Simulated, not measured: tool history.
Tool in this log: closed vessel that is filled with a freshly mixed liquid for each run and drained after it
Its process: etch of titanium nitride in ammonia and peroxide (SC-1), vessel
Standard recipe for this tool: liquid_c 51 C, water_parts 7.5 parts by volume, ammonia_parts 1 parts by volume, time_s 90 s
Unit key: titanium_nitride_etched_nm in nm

| run | hour | liquid_c | water_parts | ammonia_parts | time_s | read-back film thickness of the titanium nitride reference wafer, read on the same gauge (nm) | titanium_nitride_etched_nm |
|---|---|---|---|---|---|---|---|
| 1 | 0 | 51 | 7.5 | 1 | 70 | 120.02 | 3.98 |
| 2 | 10.3 | 51 | 7.5 | 1 | 70 | 120.02 | 4 |
| 3 | 23.3 | 51 | 7.5 | 1 | 70 | 119.99 | 3.98 |
| 4 | 35.7 | 51 | 9.5 | 1 | 90 | 120.02 | 4.54 |
| 5 | 52.6 | 51 | 9.5 | 1 | 90 | 120 | 4.5 |
| 6 | 61.5 | 43.5 | 7.5 | 1 | 90 | 119.99 | 2.97 |
| 7 | 68.5 | 43.5 | 7.5 | 1 | 90 | 120 | 2.97 |
| 8 | 81.9 | 43.5 | 7.5 | 1 | 90 | 119.99 | 2.95 |
|  | 85.1 | new drum of ammonia solution connected |
| 9 | 95.1 | 54.5 | 6.5 | 1 | 90 | 120.01 | 6.94 |
| 10 | 103.6 | 47 | 10 | 1.15 | 60 | 120 | 2.26 |

Forecast run 11:
|  | 116.9 | gauge calibrated |
| 11 | 121.2 | 47 | 5 | 1.2 | 45 | ? | ? |

read-back film thickness of the titanium nitride reference wafer, read on the same gauge (nm): 120
titanium_nitride_etched_nm: 2.34 nm
Minus the tool's unlogged condition, the same run would have read titanium_nitride_etched_nm 2.78 nm.
